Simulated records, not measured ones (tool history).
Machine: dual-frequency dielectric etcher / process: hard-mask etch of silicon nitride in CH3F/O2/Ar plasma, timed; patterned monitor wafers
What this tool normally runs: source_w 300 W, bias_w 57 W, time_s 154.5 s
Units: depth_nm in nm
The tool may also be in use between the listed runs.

| run | day | source_w | bias_w | time_s | wafers since the last listed run | hours since the last wet clean | hours since the last source power generator calibration | hours since the last bias power generator calibration | hours since the last upper electrode change | hours since the gauge calibration | read-back reference wafer on the same gauge, depth_nm | depth_nm |
|---|---|---|---|---|---|---|---|---|---|---|---|---|
| 1 | 0.000 | 300 | 48 | 126.5 | 0 | 308.3 | 1657.9 | 1541.2 | 4557.2 | 375.0 | 99 | 70.1 |
| 2 | 0.600 | 300 | 57 | 154.5 | 105 | 322.7 | 1672.3 | 1555.6 | 4571.6 | 389.4 | 99 | 94.2 |
| 3 | 1.062 | 300 | 57 | 154.5 | 81 | 333.8 | 1683.4 | 1566.7 | 4582.7 | 400.5 | 99 | 94.0 |
| 4 | 1.462 | 300 | 57 | 154.5 | 70 | 343.4 | 1693.0 | 1576.3 | 4592.3 | 410.1 | 99 | 93.9 |
| 5 | 2.108 | 300 | 53 | 154.5 | 113 | 358.9 | 1708.5 | 1591.8 | 4607.8 | 425.6 | 99 | 90.7 |
| 6 | 2.438 | 300 | 53 | 154.5 | 58 | 366.8 | 1716.4 | 1599.7 | 4615.7 | 433.5 | 99 | 90.5 |
| 7 | 3.175 | 330 | 57 | 154.5 | 129 | 384.5 | 1734.1 | 1617.4 | 4633.4 | 451.2 | 99 | 97.8 |
| 8 | 3.629 | 330 | 57 | 154.5 | 80 | 395.4 | 1745.0 | 1628.3 | 4644.3 | 462.1 | 99 | 97.9 |
| 9 | 4.512 | 350 | 57 | 154.5 | 155 | 416.6 | 1766.2 | 1649.5 | 4665.5 | 483.3 | 99 | 100.2 |
| 10 | 5.129 | 350 | 57 | 154.5 | 108 | 431.4 | 1781.0 | 1664.3 | 4680.3 | 498.1 | 99 | 100.1 |
|  | 5.400 | gauge calibrated |
|  | 5.683 | source power generator calibrated |
| 11 | 5.754 | 300 | 57 | 154.5 | 80 | 446.4 | 1.7 | 1679.3 | 4695.3 | 8.5 | 99 | 94.2 |
| 12 | 6.162 | 300 | 57 | 154.5 | 71 | 456.2 | 11.5 | 1689.1 | 4705.1 | 18.3 | 99 | 94.6 |
| 13 | 6.696 | 300 | 57 | 154.5 | 93 | 469.0 | 24.3 | 1701.9 | 4717.9 | 31.1 | 99 | 94.3 |
|  | 7.938 | bias power generator calibrated |
|  | 7.946 | wet clean of the chamber |
| 14 | 7.967 | 300 | 57 | 154.5 | 193 | 0.5 | 54.8 | 0.7 | 4748.4 | 61.6 | 99 | 89.1 |
| 15 | 8.004 | 300 | 57 | 154.5 | 6 | 1.4 | 55.7 | 1.6 | 4749.3 | 62.5 | 99 | 89.1 |
| 16 | 8.725 | 240 | 43 | 196.0 | 127 | 18.7 | 73.0 | 18.9 | 4766.6 | 79.8 | 99 | 88.3 |
| 17 | 9.038 | 250 | 61 | 127.0 | 55 | 26.2 | 80.5 | 26.4 | 4774.1 | 87.3 | 99 | 70.5 |
|  | 10.121 | upper electrode replaced |
| 18 | 10.142 | 330 | 63 | 154.5 | 18 | 52.7 | 107.0 | 52.9 | 0.5 | 113.8 | 99 | 97.4 |
| 19 | 10.246 | 240 | 43 | 196.0 | 18 | 55.2 | 109.5 | 55.4 | 3.0 | 116.3 | 99 | 88.7 |
|  | 10.696 | bias power generator calibrated, repeated, since the last time left the tool worse |
| 20 | 10.717 | 300 | 57 | 154.5 | 53 | 66.5 | 120.8 | 0.5 | 14.3 | 127.6 | 99 | 92.5 |
| 21 | 11.158 | 300 | 66 | 170.5 | 77 | 77.1 | 131.4 | 11.1 | 24.9 | 138.2 | 99 | 110.1 |
| 22 | 11.483 | 360 | 67 | 123.5 | 57 | 84.9 | 139.2 | 18.9 | 32.7 | 146.0 | 99 | 86.4 |
| 23 | 12.012 | 300 | 57 | 123.0 | 93 | 97.6 | 151.9 | 31.6 | 45.4 | 158.7 | 99 | 73.8 |
| 24 | 12.538 | 370 | 57 | 111.0 | 92 | 110.2 | 164.5 | 44.2 | 58.0 | 171.3 | 99 | 72.4 |
| 25 | 12.871 | 300 | 57 | 174.0 | 58 | 118.2 | 172.5 | 52.2 | 66.0 | 179.3 | 99 | 104.7 |

Expected results for the next run?
| 26 | 13.429 | 350 | 57 | 154.5 | 98 | 131.6 | 185.9 | 65.6 | 79.4 | 192.7 | ? | ? |

Run 26 measured read-back reference wafer on the same gauge, depth_nm 99, depth_nm 98.2 nm.
Were there no unlogged condition in the tool, this run, its random variation unchanged, would have produced depth_nm 97.8 nm.
